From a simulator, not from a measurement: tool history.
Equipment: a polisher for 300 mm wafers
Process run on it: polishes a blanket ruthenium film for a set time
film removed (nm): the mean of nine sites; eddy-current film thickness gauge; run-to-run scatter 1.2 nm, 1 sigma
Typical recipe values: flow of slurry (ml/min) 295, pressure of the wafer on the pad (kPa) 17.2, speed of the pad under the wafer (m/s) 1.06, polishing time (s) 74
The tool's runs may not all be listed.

| run | hour | flow of slurry (ml/min) | pressure of the wafer on the pad (kPa) | speed of the pad under the wafer (m/s) | polishing time (s) | incoming thickness of the incoming film, nm | film removed (nm) |
|---|---|---|---|---|---|---|---|
| 1 | 0 | 295 | 17.2 | 1.06 | 74 | 312.6 | 105 |
| 2 | 90.1 | 295 | 17.2 | 1.06 | 74 | 309 | 102.6 |
|  | 195.5 | head pressure recalibrated |
| 3 | 196 | 295 | 17.2 | 0.86 | 58 | 313.8 | 71.2 |
|  | 240.8 | slurry nozzle cleaned |
|  | 266.1 | worn pad replaced by a new one |
| 4 | 300.4 | 295 | 17.2 | 0.86 | 58 | 311.1 | 72.8 |
| 5 | 361 | 295 | 17.2 | 0.86 | 58 | 306.6 | 73.5 |
| 6 | 436.1 | 295 | 17.2 | 1.06 | 74 | 307.4 | 106.2 |
| 7 | 539.6 | 295 | 17.2 | 1.06 | 61 | 309.5 | 87 |
|  | 586.4 | head pressure recalibrated |
| 8 | 607 | 295 | 17.2 | 1.06 | 61 | 314.5 | 89.1 |
|  | 612.3 | worn pad replaced by a new one |
| 9 | 665.4 | 295 | 17.2 | 1.06 | 61 | 306.3 | 86.6 |
| 10 | 767.6 | 295 | 13.8 | 1.06 | 89 | 313.7 | 101.4 |
|  | 781.6 | slurry nozzle cleaned |
| 11 | 836.9 | 295 | 13.8 | 1.06 | 89 | 313.7 | 103.5 |
| 12 | 942.5 | 295 | 12.4 | 1.06 | 57 | 311.7 | 58.1 |
| 13 | 978.8 | 295 | 17.2 | 1.06 | 74 | 315 | 105.2 |
|  | 1031.6 | worn pad replaced by a new one |
|  | 1059.9 | head pressure recalibrated |
| 14 | 1079.8 | 295 | 11 | 1.06 | 63 | 313.6 | 58.9 |
| 15 | 1140.5 | 205 | 15.2 | 1.34 | 74 | 306.3 | 109.9 |
| 16 | 1210 | 295 | 21.4 | 0.74 | 74 | 307 | 101.1 |
| 17 | 1259.3 | 350 | 18.6 | 1.42 | 66 | 312.9 | 134.6 |
|  | 1310.5 | slurry nozzle cleaned |
| 18 | 1330 | 295 | 17.2 | 0.86 | 58 | 312.9 | 73 |
| 19 | 1393 | 295 | 17.2 | 1.06 | 74 | 310.7 | 108.3 |
|  | 1428 | worn pad replaced by a new one |
| 20 | 1472.4 | 295 | 20.7 | 1.26 | 49 | 306.5 | 97.5 |
| 21 | 1522 | 230 | 21.4 | 0.78 | 74 | 316.6 | 98.7 |
|  | 1553.6 | head pressure recalibrated |
| 22 | 1600.9 | 295 | 17.2 | 1.36 | 89 | 306.3 | 163.2 |
| 23 | 1682.1 | 295 | 17.2 | 1.32 | 95 | 310.7 | 167.2 |
| 24 | 1753.8 | 295 | 19.3 | 1.18 | 74 | 309.8 | 130.8 |
|  | 1840.4 | worn pad replaced by a new one |
|  | 1857.4 | slurry nozzle cleaned |
| 25 | 1858.1 | 295 | 17.2 | 1.06 | 74 | 312.1 | 108.1 |
| 26 | 1922 | 245 | 20.7 | 0.9 | 50 | 309.4 | 74.9 |

How would selected steps in film removed (nm) from run to run divide? Give the signed amount a tool lacking its hidden state would still show from settings, what came in and random variation, and the signed amount left for the hidden state, including any gauge scatter that is not in both of the compared results.
Hidden state at play: removal rate lost through wear of the pad, %; slurry flow missing at the pad, %; deviation of the head's pressure from its setpoint, %.
Run 2 -> 3: speed of the pad under the wafer (m/s) 1.06 -> 0.86, polishing time (s) 74 -> 58, head pressure recalibrated. film removed (nm) -31.4: hidden state +6.4, all else -37.8.
Run 13 -> 14: pressure of the wafer on the pad (kPa) 17.2 -> 11, polishing time (s) 74 -> 63, worn pad replaced by a new one, head pressure recalibrated. film removed (nm) -46.3: hidden state +6.9, all else -53.2.
Run 17 -> 18: flow of slurry (ml/min) 350 -> 295, pressure of the wafer on the pad (kPa) 18.6 -> 17.2, speed of the pad under the wafer (m/s) 1.42 -> 0.86, polishing time (s) 66 -> 58, slurry nozzle cleaned. film removed (nm) -61.6: hidden state +5.1, all else -66.7.
Run 21 -> 22: flow of slurry (ml/min) 230 -> 295, pressure of the wafer on the pad (kPa) 21.4 -> 17.2, speed of the pad under the wafer (m/s) 0.78 -> 1.36, polishing time (s) 74 -> 89, head pressure recalibrated. film removed (nm) +64.5: hidden state +3.3, all else +61.2.
